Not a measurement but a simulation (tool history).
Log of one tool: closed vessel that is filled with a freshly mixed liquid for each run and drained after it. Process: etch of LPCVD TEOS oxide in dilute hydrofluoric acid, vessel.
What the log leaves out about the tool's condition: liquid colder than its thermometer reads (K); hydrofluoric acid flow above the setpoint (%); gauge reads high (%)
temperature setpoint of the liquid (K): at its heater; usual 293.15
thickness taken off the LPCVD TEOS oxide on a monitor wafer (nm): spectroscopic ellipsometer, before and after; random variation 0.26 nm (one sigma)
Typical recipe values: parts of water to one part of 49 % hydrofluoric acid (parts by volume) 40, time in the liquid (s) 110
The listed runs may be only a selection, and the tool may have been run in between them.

| run | day | temperature setpoint of the liquid (K) | parts of water to one part of 49 % hydrofluoric acid (parts by volume) | time in the liquid (s) | wafers since the last listed run | hours since the thermometer was replaced | hours since the hydrofluoric acid flow meter was replaced | hours since the gauge calibration | read-back film thickness of the LPCVD TEOS oxide reference wafer, read on the same gauge (nm) | thickness taken off the LPCVD TEOS oxide on a monitor wafer (nm) |
|---|---|---|---|---|---|---|---|---|---|---|
| 1 | 0 | 293.15 | 50 | 110 | 0 | 229.2 | 878.4 | 110.1 | 30 | 36.21 |
| 2 | 2.642 | 293.15 | 50 | 110 | 5068 | 292.6 | 941.8 | 173.5 | 30.01 | 35.44 |
| 3 | 6.662 | 293.15 | 50 | 110 | 7715 | 389.1 | 1038.3 | 270 | 30 | 35.95 |
| 4 | 8.758 | 297.15 | 50 | 110 | 4021 | 439.4 | 1088.6 | 320.3 | 29.99 | 42.45 |
| 5 | 11.883 | 297.15 | 50 | 110 | 5996 | 514.4 | 1163.6 | 395.3 | 30 | 42 |
| 6 | 16.175 | 297.15 | 50 | 110 | 8235 | 617.4 | 1266.6 | 498.3 | 30 | 42.28 |
| 7 | 19.45 | 293.15 | 40 | 110 | 6284 | 696 | 1345.2 | 576.9 | 30 | 45.37 |
| 8 | 21.183 | 293.15 | 40 | 110 | 3325 | 737.6 | 1386.8 | 618.5 | 30.01 | 45.12 |
|  | 23.596 | hydrofluoric acid flow meter replaced |
| 9 | 24.683 | 293.15 | 40 | 110 | 6635 | 821.6 | 26.1 | 702.5 | 29.98 | 45.28 |
| 10 | 26.204 | 293.15 | 40 | 145 | 2918 | 858.1 | 62.6 | 739 | 30 | 59.19 |
| 11 | 29.825 | 291.15 | 25 | 65 | 6947 | 945 | 149.5 | 825.9 | 30 | 39.4 |
|  | 31.567 | gauge calibrated |
| 12 | 32.192 | 290.15 | 35 | 50 | 4541 | 1001.8 | 206.3 | 15 | 30 | 20.44 |
| 13 | 36.288 | 293.15 | 40 | 110 | 7859 | 1100.1 | 304.6 | 113.3 | 30.01 | 44.53 |
| 14 | 39.279 | 296.15 | 40 | 85 | 5740 | 1171.9 | 376.4 | 185.1 | 29.99 | 39.14 |
| 15 | 40.967 | 295.15 | 55 | 110 | 3238 | 1212.4 | 416.9 | 225.6 | 30 | 34.58 |
|  | 41.6 | thermometer replaced |
| 16 | 44.258 | 295.15 | 40 | 110 | 6236 | 63.8 | 495.9 | 304.6 | 30.03 | 49.8 |
| 17 | 46.971 | 293.15 | 25 | 110 | 5204 | 128.9 | 561 | 369.7 | 29.99 | 73.72 |
| 18 | 50.979 | 290.15 | 40 | 135 | 7691 | 225.1 | 657.2 | 465.9 | 30 | 48.81 |
| 19 | 54.879 | 291.15 | 25 | 110 | 7483 | 318.7 | 750.8 | 559.5 | 30 | 67.9 |
| 20 | 59.183 | 296.15 | 45 | 130 | 8258 | 422 | 854.1 | 662.8 | 29.99 | 53.18 |
| 21 | 60.796 | 293.15 | 40 | 110 | 3094 | 460.7 | 892.8 | 701.5 | 29.99 | 44.96 |

Forecast each of these 4 alternatives for the next run:
| A | 60.825 | 293.15 | 40 | 110 | 55 | 461.4 | 893.5 | 702.2 | ? | ? |
| B | 60.825 | 293.15 | 55 | 110 | 55 | 461.4 | 893.5 | 702.2 | ? | ? |
| C | 60.825 | 294.65 | 50 | 80 | 55 | 461.4 | 893.5 | 702.2 | ? | ? |
| D | 60.825 | 290.15 | 40 | 165 | 55 | 461.4 | 893.5 | 702.2 | ? | ? |

| run | read-back film thickness of the LPCVD TEOS oxide reference wafer, read on the same gauge (nm) | thickness taken off the LPCVD TEOS oxide on a monitor wafer (nm) |
|---|---|---|
| A | 30.01 | 44.73 |
| B | 30.01 | 31.95 |
| C | 30.01 | 27.4 |
| D | 30.01 | 58.9 |
Take away the tool's hidden state, keep each run's random variation, and the runs would have read:
| run | thickness taken off the LPCVD TEOS oxide on a monitor wafer (nm) |
|---|---|
| A | 45.3 |
| B | 32.36 |
| C | 27.75 |
| D | 59.68 |
